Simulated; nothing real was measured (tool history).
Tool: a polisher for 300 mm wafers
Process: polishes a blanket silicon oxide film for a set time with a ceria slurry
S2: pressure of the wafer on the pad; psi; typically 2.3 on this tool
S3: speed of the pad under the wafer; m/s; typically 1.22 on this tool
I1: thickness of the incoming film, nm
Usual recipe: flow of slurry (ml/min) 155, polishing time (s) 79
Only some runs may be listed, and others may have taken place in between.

{"run": 1, "hour": 0.0, "flow of slurry (ml/min)": 155, "S2": 2.3, "S3": 1.22, "polishing time (s)": 79, "I1": 1866.3, "film removed (Å)": 2497}
{"run": 2, "hour": 43.9, "flow of slurry (ml/min)": 155, "S2": 2.3, "S3": 1.22, "polishing time (s)": 79, "I1": 1858, "film removed (Å)": 2471}
{"run": 3, "hour": 101.2, "flow of slurry (ml/min)": 155, "S2": 2.3, "S3": 1.22, "polishing time (s)": 79, "I1": 1886.7, "film removed (Å)": 2387}
{"hour": 145.4, "done": "slurry nozzle cleaned"}
{"hour": 168.5, "done": "worn pad replaced by a new one"}
{"run": 4, "hour": 181.4, "flow of slurry (ml/min)": 155, "S2": 2.3, "S3": 1.22, "polishing time (s)": 70, "I1": 1902.1, "film removed (Å)": 2188}
{"run": 5, "hour": 280.1, "flow of slurry (ml/min)": 155, "S2": 2.3, "S3": 1.22, "polishing time (s)": 70, "I1": 1887.6, "film removed (Å)": 2267}
{"run": 6, "hour": 335.5, "flow of slurry (ml/min)": 155, "S2": 2.3, "S3": 1.22, "polishing time (s)": 79, "I1": 1867.7, "film removed (Å)": 2516}
{"run": 7, "hour": 379.2, "flow of slurry (ml/min)": 155, "S2": 2.3, "S3": 1.22, "polishing time (s)": 79, "I1": 1869.2, "film removed (Å)": 2390}
{"hour": 403.5, "done": "worn pad replaced by a new one"}
{"hour": 442.4, "done": "slurry nozzle cleaned"}
{"hour": 447.2, "done": "head pressure recalibrated"}
{"run": 8, "hour": 452.9, "flow of slurry (ml/min)": 180, "S2": 1.5, "S3": 1.22, "polishing time (s)": 69, "I1": 1871, "film removed (Å)": 1563}
{"run": 9, "hour": 533.0, "flow of slurry (ml/min)": 175, "S2": 3, "S3": 1.22, "polishing time (s)": 56, "I1": 1885.5, "film removed (Å)": 2321}
{"run": 10, "hour": 614.8, "flow of slurry (ml/min)": 155, "S2": 2.3, "S3": 1.22, "polishing time (s)": 79, "I1": 1885.6, "film removed (Å)": 2549}
{"hour": 627.0, "done": "worn pad replaced by a new one"}
{"run": 11, "hour": 660.1, "flow of slurry (ml/min)": 155, "S2": 2.3, "S3": 1.22, "polishing time (s)": 79, "I1": 1886, "film removed (Å)": 2494}
{"run": 12, "hour": 703.6, "flow of slurry (ml/min)": 155, "S2": 2.3, "S3": 1.22, "polishing time (s)": 79, "I1": 1885.9, "film removed (Å)": 2382}
{"hour": 722.6, "done": "slurry nozzle cleaned"}
{"run": 13, "hour": 740.9, "flow of slurry (ml/min)": 185, "S2": 2.8, "S3": 1.48, "polishing time (s)": 79, "I1": 1852.3, "film removed (Å)": 3732}
{"run": 14, "hour": 784.3, "flow of slurry (ml/min)": 105, "S2": 2.3, "S3": 0.96, "polishing time (s)": 79, "I1": 1858.6, "film removed (Å)": 1887}
{"hour": 865.9, "done": "worn pad replaced by a new one"}
{"run": 15, "hour": 876.2, "flow of slurry (ml/min)": 155, "S2": 2.8, "S3": 1.22, "polishing time (s)": 79, "I1": 1890.5, "film removed (Å)": 3013}

Below are 5 alternative next runs, each starting from the tool's condition after run 15. Predict each:
{"run": "A", "hour": 876.6, "flow of slurry (ml/min)": 155, "S2": 2.3, "S3": 1.22, "polishing time (s)": 79, "I1": 1842.6, "film removed (Å)": "?"}
{"run": "B", "hour": 876.6, "flow of slurry (ml/min)": 155, "S2": 1.9, "S3": 1.22, "polishing time (s)": 79, "I1": 1842.6, "film removed (Å)": "?"}
{"run": "C", "hour": 876.6, "flow of slurry (ml/min)": 135, "S2": 2.3, "S3": 1.04, "polishing time (s)": 94, "I1": 1842.6, "film removed (Å)": "?"}
{"run": "D", "hour": 876.6, "flow of slurry (ml/min)": 155, "S2": 2.3, "S3": 1.22, "polishing time (s)": 91, "I1": 1842.6, "film removed (Å)": "?"}
{"run": "E", "hour": 876.6, "flow of slurry (ml/min)": 110, "S2": 2.3, "S3": 1.06, "polishing time (s)": 79, "I1": 1842.6, "film removed (Å)": "?"}

run=A film_removed_(Å)=2489
run=B film_removed_(Å)=2083
run=C film_removed_(Å)=2505
run=D film_removed_(Å)=2867
run=E film_removed_(Å)=2030
What these runs would have given with no unlogged condition in the tool:
run=A film_removed_(Å)=2527
run=B film_removed_(Å)=2114
run=C film_removed_(Å)=2548
run=D film_removed_(Å)=2910
run=E film_removed_(Å)=2073
